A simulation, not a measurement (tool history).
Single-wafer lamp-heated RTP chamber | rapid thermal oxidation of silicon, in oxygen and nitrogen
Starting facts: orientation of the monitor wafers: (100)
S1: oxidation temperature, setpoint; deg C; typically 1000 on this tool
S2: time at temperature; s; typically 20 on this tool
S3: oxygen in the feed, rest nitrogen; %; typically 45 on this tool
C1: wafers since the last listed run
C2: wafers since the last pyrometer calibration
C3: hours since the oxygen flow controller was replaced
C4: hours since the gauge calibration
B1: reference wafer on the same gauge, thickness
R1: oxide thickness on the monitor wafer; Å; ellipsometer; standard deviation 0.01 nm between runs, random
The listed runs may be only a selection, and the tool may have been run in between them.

run,day,S1,S2,S3,C1,C2,C3,C4,B1,R1
1,0.000,1000,14,61,0,6018,3726.3,128.6,2.970,34.19
2,0.962,976,20,45,279,6297,3749.4,151.7,2.969,31.66
3,2.258,976,20,45,375,6673,3780.5,182.8,2.969,31.93
4,3.712,976,20,45,421,7095,3815.4,217.7,2.971,31.92
5,4.329,1000,17,45,178,7274,3830.2,232.5,2.970,33.95
6,5.188,1000,26,62,249,7523,3850.8,253.1,2.971,42.97
# day 5.842: oxygen flow controller replaced
# day 6.033: pyrometer window cleaned and pyrometer calibrated
7,6.054,1000,26,62,98,6,5.1,273.9,2.969,44.71
8,7.375,1000,26,62,383,389,36.8,305.6,2.972,44.85
9,8.200,1000,13,61,239,628,56.6,325.4,2.971,35.08
# day 8.754: pyrometer window cleaned and pyrometer calibrated, repeated, since the last time left the tool worse
10,9.075,1000,13,61,157,92,77.6,346.4,2.971,32.69
11,10.375,991,13,36,377,469,108.8,377.6,2.973,28.53
12,11.567,973,24,74,345,815,137.4,406.2,2.972,36.06
13,12.171,1000,26,62,175,990,151.9,420.7,2.970,41.46
14,12.962,1017,14,20,229,1220,170.9,439.7,2.970,29.05
# day 13.421: gauge calibrated
15,13.492,1000,20,45,153,1374,183.6,1.7,2.968,34.81
16,14.129,1024,26,75,184,1559,198.9,17.0,2.968,51.79
17,15.192,1000,13,31,308,1867,224.4,42.5,2.969,28.87
18,16.312,972,20,17,325,2192,251.3,69.4,2.970,26.88
19,17.362,1000,20,45,304,2497,276.5,94.6,2.969,35.08
20,18.562,1000,13,31,348,2845,305.3,123.4,2.968,28.98

Results for each run, recomputed without the tool's hidden state and with each run's random variation untouched:
Hidden state at play: true wafer temperature minus pyrometer reading, K; deviation of the oxygen flow from its setpoint, %; gauge reads high (%).
run,R1
1,33.25
2,30.89
3,31.12
4,31.06
5,32.89
6,41.21
7,41.35
8,41.39
9,32.82
10,32.63
11,28.46
12,35.87
13,41.19
14,28.93
15,34.57
16,51.26
17,28.69
18,26.75
19,34.66
20,28.72

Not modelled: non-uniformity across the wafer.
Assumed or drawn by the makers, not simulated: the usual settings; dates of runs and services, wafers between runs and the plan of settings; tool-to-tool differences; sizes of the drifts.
